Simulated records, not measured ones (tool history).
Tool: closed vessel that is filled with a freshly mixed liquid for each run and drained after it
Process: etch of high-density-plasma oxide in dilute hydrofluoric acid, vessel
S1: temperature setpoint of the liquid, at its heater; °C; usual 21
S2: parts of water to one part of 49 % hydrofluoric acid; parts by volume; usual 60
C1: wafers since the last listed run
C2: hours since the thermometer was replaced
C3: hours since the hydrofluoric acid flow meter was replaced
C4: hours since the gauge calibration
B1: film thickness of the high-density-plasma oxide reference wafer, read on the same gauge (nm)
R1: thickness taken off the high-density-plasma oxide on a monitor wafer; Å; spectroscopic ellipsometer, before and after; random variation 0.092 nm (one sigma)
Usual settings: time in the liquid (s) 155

run 1 hour=0 | S1=21 S2=60 time_in_the_liquid_(s)=155 | C1=0 C2=2372.6 C3=1509.1 C4=275.2 | B1=50.03 | R1=182.4
run 2 hour=32 | S1=21 S2=50 time_in_the_liquid_(s)=155 | C1=3582 C2=2404.6 C3=1541.1 C4=307.2 | B1=49.98 | R1=223.1
run 3 hour=44.8 | S1=21 S2=50 time_in_the_liquid_(s)=155 | C1=1432 C2=2417.4 C3=1553.9 C4=320 | B1=49.98 | R1=221
run 4 hour=68.4 | S1=21 S2=50 time_in_the_liquid_(s)=155 | C1=2641 C2=2441 C3=1577.5 C4=343.6 | B1=50.01 | R1=221.7
run 5 hour=82 | S1=21 S2=60 time_in_the_liquid_(s)=155 | C1=1522 C2=2454.6 C3=1591.1 C4=357.2 | B1=50.01 | R1=184.5
run 6 hour=105 | S1=21 S2=60 time_in_the_liquid_(s)=155 | C1=2574 C2=2477.6 C3=1614.1 C4=380.2 | B1=50.02 | R1=183.2
run 7 hour=125.5 | S1=21 S2=60 time_in_the_liquid_(s)=155 | C1=2294 C2=2498.1 C3=1634.6 C4=400.7 | B1=49.98 | R1=185.4
-- hour=141.9 gauge calibrated
-- hour=153 hydrofluoric acid flow meter replaced
run 8 hour=159 | S1=21 S2=60 time_in_the_liquid_(s)=155 | C1=3638 C2=2531.6 C3=6 C4=17.1 | B1=50.01 | R1=194.5
run 9 hour=192.3 | S1=21 S2=60 time_in_the_liquid_(s)=155 | C1=3727 C2=2564.9 C3=39.3 C4=50.4 | B1=50.02 | R1=196.2
-- hour=207 hydrofluoric acid flow meter replaced, repeated, since the last time left the tool worse
run 10 hour=212.6 | S1=21 S2=60 time_in_the_liquid_(s)=155 | C1=2160 C2=2585.2 C3=5.6 C4=70.7 | B1=50.02 | R1=169
run 11 hour=224.7 | S1=19.5 S2=50 time_in_the_liquid_(s)=155 | C1=1354 C2=2597.3 C3=17.7 C4=82.8 | B1=49.98 | R1=193.5
-- hour=250.6 thermometer replaced
run 12 hour=256.6 | S1=17 S2=30 time_in_the_liquid_(s)=155 | C1=3459 C2=6 C3=49.6 C4=114.7 | B1=49.98 | R1=294.3
run 13 hour=270.6 | S1=22.5 S2=60 time_in_the_liquid_(s)=155 | C1=1567 C2=20 C3=63.6 C4=128.7 | B1=50.02 | R1=180.3
run 14 hour=287.2 | S1=24.5 S2=50 time_in_the_liquid_(s)=120 | C1=1858 C2=36.6 C3=80.2 C4=145.3 | B1=49.99 | R1=184.1
run 15 hour=304.5 | S1=21 S2=60 time_in_the_liquid_(s)=155 | C1=1936 C2=53.9 C3=97.5 C4=162.6 | B1=50.02 | R1=170.1
run 16 hour=329.9 | S1=21 S2=60 time_in_the_liquid_(s)=155 | C1=2843 C2=79.3 C3=122.9 C4=188 | B1=50.02 | R1=170.6
run 17 hour=354.5 | S1=21 S2=45 time_in_the_liquid_(s)=155 | C1=2753 C2=103.9 C3=147.5 C4=212.6 | B1=50 | R1=229.4
run 18 hour=367.7 | S1=19 S2=85 time_in_the_liquid_(s)=125 | C1=1477 C2=117.1 C3=160.7 C4=225.8 | B1=50.01 | R1=86.2
run 19 hour=379.9 | S1=24 S2=80 time_in_the_liquid_(s)=230 | C1=1365 C2=129.3 C3=172.9 C4=238 | B1=50 | R1=210
run 20 hour=408.2 | S1=26 S2=40 time_in_the_liquid_(s)=250 | C1=3168 C2=157.6 C3=201.2 C4=266.3 | B1=50.04 | R1=517.5

The tool's hidden state at each run:
liquid hotter than its thermometer reads (K): 0 in every run
gauge reads high (%): 0 in every run
H1: hydrofluoric acid flow above the setpoint (%)
run=1 H1=8.06
run=2 H1=8.23
run=3 H1=8.3
run=4 H1=8.42
run=5 H1=8.49
run=6 H1=8.61
run=7 H1=8.72
run=8 H1=15.4
run=9 H1=15.5
run=10 H1=0.0667
run=11 H1=0.131
run=12 H1=0.299
run=13 H1=0.374
run=14 H1=0.461
run=15 H1=0.553
run=16 H1=0.687
run=17 H1=0.817
run=18 H1=0.887
run=19 H1=0.952
run=20 H1=1.1
